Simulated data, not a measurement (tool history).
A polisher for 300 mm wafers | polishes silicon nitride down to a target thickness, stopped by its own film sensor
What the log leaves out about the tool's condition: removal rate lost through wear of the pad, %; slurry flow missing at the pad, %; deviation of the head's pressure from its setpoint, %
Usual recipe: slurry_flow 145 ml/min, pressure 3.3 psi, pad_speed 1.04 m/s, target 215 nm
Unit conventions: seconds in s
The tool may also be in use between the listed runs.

run    hour  slurry_flow  pressure  pad_speed  target  wafers since the last listed run  wafers polished on this pad  hours since the slurry nozzle was cleaned  hours since the head pressure was calibrated  incoming thickness of the incoming film, nm  seconds
  1       0          145       2.9       1.04     215                                 0                         2057                                      281.1                                         600.8                                        330.5     64.7
       15.7  -- worn pad replaced by a new one
  2    66.8          145       3.3       1.04     215                               578                          470                                      347.9                                         667.6                                        331.6     58.6
  3    98.1          145       3.3       0.86     215                               288                          758                                      379.2                                         698.9                                        330.6     68.3
  4   159.5          145       3.3       0.86     215                               565                         1323                                      440.6                                         760.3                                          329     68.1
  5   221.2          145       3.3       0.86     215                               567                         1891                                      502.3                                           822                                        329.6     66.2
      229.2  -- worn pad replaced by a new one
  6   260.2          145       3.3       1.04     215                               322                          284                                      541.3                                           861                                        334.4       60
      329.9  -- slurry nozzle cleaned
  7   330.4          145       3.3       1.04     215                               636                          921                                        0.5                                         931.2                                        328.7     56.8
  8   370.8          145       3.3       1.04     215                               371                         1293                                       40.9                                         971.6                                        328.1     56.2
  9   423.4          145       3.3       1.04     215                               484                         1777                                       93.5                                        1024.2                                        327.6     55.6
      468.9  -- worn pad replaced by a new one
 10   473.8          110       3.3       0.92     215                               427                           45                                      143.9                                        1074.6                                          330       64
 11   508.6          160       3.3       1.04     242                               320                          365                                      178.7                                        1109.4                                        330.3     43.3
 12   550.9          145       3.3       0.76     215                               389                          754                                        221                                        1151.7                                        328.8     72.5
 13   591.3          145       3.3       1.04     215                               371                         1126                                      261.4                                        1192.1                                          328     56.2
 14   620.3          125       2.9       1.16     197                               266                         1393                                      290.4                                        1221.1                                        329.2     69.4
      717.1  -- worn pad replaced by a new one
 15   769.6          180       3.3       1.04     215                              1337                          483                                      439.7                                        1370.4                                        325.8     52.7
 16   806.4          145       3.3       1.04     215                               338                          822                                      476.5                                        1407.2                                          335       59
      845.8  -- head pressure recalibrated
 17   846.3          145       2.8       1.04     215                               348                         1171                                      516.4                                           0.5                                        331.5     72.6
 18   908.4          190       2.7       0.74     184                               571                         1742                                      578.5                                          62.6                                        329.1    118.9
      943.3  -- slurry nozzle cleaned
      947.3  -- worn pad replaced by a new one
 19   963.6          145       3.3       0.72     180                               462                          149                                       20.3                                         117.8                                        331.7    108.7
 20   994.9          145       3.3       1.04     215                               288                          438                                       51.6                                         149.1                                        337.5     63.5
 21  1040.9          145       3.3       1.04     215                               423                          861                                       97.6                                         195.1                                        332.6     61.6
 22  1102.4          145       3.3       1.04     215                               566                         1427                                      159.1                                         256.6                                        328.4     58.9
 23  1127.8          145       3.8       1.04     225                               233                         1661                                      184.5                                           282                                        335.1     49.6
     1180.8  -- worn pad replaced by a new one
 24  1190.7          100       3.3       1.26     184                               542                           90                                      247.4                                         344.9                                        333.8     70.1

Predict each of these 3 candidate next runs independently; none follows another, all start after run 24:
  A  1191.1          145       3.3       1.04     215                                 3                           94                                      247.8                                         345.3                                        332.4        ?
  B  1191.1          110       2.5        0.9     182                                 3                           94                                      247.8                                         345.3                                        332.4        ?
  C  1191.1          170       3.3       1.04     215                                 3                           94                                      247.8                                         345.3                                        332.4        ?

run  seconds
  A     61.4
  B    118.1
  C     60.3
Take away the tool's hidden state, keep each run's random variation, and the runs would have read:
run  seconds
  A     64.4
  B    123.9
  C     63.2
